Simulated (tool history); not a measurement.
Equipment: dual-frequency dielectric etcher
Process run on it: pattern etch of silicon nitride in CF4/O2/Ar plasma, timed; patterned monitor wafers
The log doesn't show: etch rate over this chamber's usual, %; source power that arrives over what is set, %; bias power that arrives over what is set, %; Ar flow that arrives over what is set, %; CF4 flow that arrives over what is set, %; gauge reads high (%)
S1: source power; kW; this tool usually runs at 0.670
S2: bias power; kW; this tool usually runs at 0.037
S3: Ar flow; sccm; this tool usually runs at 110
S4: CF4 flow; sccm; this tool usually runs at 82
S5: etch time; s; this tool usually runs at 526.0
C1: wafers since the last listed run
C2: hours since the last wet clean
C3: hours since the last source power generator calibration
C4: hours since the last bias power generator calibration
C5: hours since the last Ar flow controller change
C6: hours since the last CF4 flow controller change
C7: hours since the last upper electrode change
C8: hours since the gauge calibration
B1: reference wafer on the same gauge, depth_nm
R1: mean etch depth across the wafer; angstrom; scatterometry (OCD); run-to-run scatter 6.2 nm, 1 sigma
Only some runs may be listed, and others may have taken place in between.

run 1 hour=0.0 | S1=0.740 S2=0.032 S3=83 S4=82 S5=390.0 | C1=0 C2=303.6 C3=1948.0 C4=2807.5 C5=3794.4 C6=2755.2 C7=179.9 C8=2551.3 | B1=1131.0 | R1=8967
run 2 hour=40.1 | S1=0.670 S2=0.041 S3=94 S4=74 S5=526.0 | C1=158 C2=343.7 C3=1988.1 C4=2847.6 C5=3834.5 C6=2795.3 C7=220.0 C8=2591.4 | B1=1128.2 | R1=12157
run 3 hour=106.5 | S1=0.670 S2=0.034 S3=110 S4=96 S5=589.0 | C1=261 C2=410.1 C3=2054.5 C4=2914.0 C5=3900.9 C6=2861.7 C7=286.4 C8=2657.8 | B1=1126.9 | R1=12181
run 4 hour=209.8 | S1=0.670 S2=0.044 S3=110 S4=82 S5=526.0 | C1=407 C2=513.4 C3=2157.8 C4=3017.3 C5=4004.2 C6=2965.0 C7=389.7 C8=2761.1 | B1=1123.4 | R1=12246
-- hour=230.9 CF4 flow controller replaced
run 5 hour=268.4 | S1=0.750 S2=0.037 S3=110 S4=82 S5=654.0 | C1=207 C2=572.0 C3=2216.4 C4=3075.9 C5=4062.8 C6=37.5 C7=448.3 C8=2819.7 | B1=1120.2 | R1=15656
run 6 hour=343.6 | S1=0.720 S2=0.030 S3=110 S4=82 S5=526.0 | C1=296 C2=647.2 C3=2291.6 C4=3151.1 C5=4138.0 C6=112.7 C7=523.5 C8=2894.9 | B1=1120.3 | R1=10805
-- hour=346.1 gauge calibrated
run 7 hour=417.3 | S1=0.590 S2=0.037 S3=110 S4=99 S5=526.0 | C1=290 C2=720.9 C3=2365.3 C4=3224.8 C5=4211.7 C6=186.4 C7=597.2 C8=71.2 | B1=1165.4 | R1=10322
-- hour=496.7 wet clean of the chamber
-- hour=504.4 bias power generator calibrated
run 8 hour=504.9 | S1=0.670 S2=0.045 S3=110 S4=82 S5=526.0 | C1=235 C2=8.2 C3=2452.9 C4=0.5 C5=4299.3 C6=274.0 C7=684.8 C8=158.8 | B1=1166.2 | R1=12852
-- hour=554.3 source power generator calibrated
run 9 hour=705.8 | S1=0.600 S2=0.037 S3=93 S4=82 S5=526.0 | C1=776 C2=209.1 C3=151.5 C4=201.4 C5=4500.2 C6=474.9 C7=885.7 C8=359.7 | B1=1159.0 | R1=10530
run 10 hour=747.0 | S1=0.670 S2=0.037 S3=110 S4=93 S5=643.5 | C1=162 C2=250.3 C3=192.7 C4=242.6 C5=4541.4 C6=516.1 C7=926.9 C8=400.9 | B1=1160.0 | R1=14522
run 11 hour=814.5 | S1=0.740 S2=0.042 S3=110 S4=90 S5=526.0 | C1=266 C2=317.8 C3=260.2 C4=310.1 C5=4608.9 C6=583.6 C7=994.4 C8=468.4 | B1=1155.1 | R1=13869
run 12 hour=893.7 | S1=0.670 S2=0.037 S3=119 S4=82 S5=406.0 | C1=312 C2=397.0 C3=339.4 C4=389.3 C5=4688.1 C6=662.8 C7=1073.6 C8=547.6 | B1=1157.4 | R1=8717
run 13 hour=962.6 | S1=0.610 S2=0.037 S3=98 S4=82 S5=526.0 | C1=271 C2=465.9 C3=408.3 C4=458.2 C5=4757.0 C6=731.7 C7=1142.5 C8=616.5 | B1=1157.1 | R1=10594
run 14 hour=1014.2 | S1=0.600 S2=0.037 S3=93 S4=82 S5=526.0 | C1=203 C2=517.5 C3=459.9 C4=509.8 C5=4808.6 C6=783.3 C7=1194.1 C8=668.1 | B1=1154.6 | R1=10468
-- hour=1067.4 Ar flow controller replaced
-- hour=1109.2 wet clean of the chamber
run 15 hour=1109.7 | S1=0.610 S2=0.037 S3=110 S4=82 S5=526.0 | C1=258 C2=0.5 C3=555.4 C4=605.3 C5=42.3 C6=878.8 C7=1289.6 C8=763.6 | B1=1149.7 | R1=10410
run 16 hour=1187.1 | S1=0.820 S2=0.041 S3=110 S4=74 S5=526.0 | C1=305 C2=77.9 C3=632.8 C4=682.7 C5=119.7 C6=956.2 C7=1367.0 C8=841.0 | B1=1149.0 | R1=14745
run 17 hour=1280.2 | S1=0.670 S2=0.037 S3=110 S4=82 S5=526.0 | C1=367 C2=171.0 C3=725.9 C4=775.8 C5=212.8 C6=1049.3 C7=1460.1 C8=934.1 | B1=1149.2 | R1=11427
run 18 hour=1366.2 | S1=0.810 S2=0.042 S3=110 S4=82 S5=526.0 | C1=339 C2=257.0 C3=811.9 C4=861.8 C5=298.8 C6=1135.3 C7=1546.1 C8=1020.1 | B1=1147.7 | R1=14894
run 19 hour=1433.1 | S1=0.670 S2=0.029 S3=123 S4=82 S5=415.5 | C1=263 C2=323.9 C3=878.8 C4=928.7 C5=365.7 C6=1202.2 C7=1613.0 C8=1087.0 | B1=1143.3 | R1=7759

Run 20 is up next; what results do you expect?
run 20 hour=1488.7 | S1=0.670 S2=0.037 S3=110 S4=82 S5=526.0 | C1=219 C2=379.5 C3=934.4 C4=984.3 C5=421.3 C6=1257.8 C7=1668.6 C8=1142.6 | B1=? | R1=?

Run 20 gave B1 1144.7, R1 11379 angstrom.
Minus the tool's unlogged condition, the same run would have read R1 11629 angstrom.
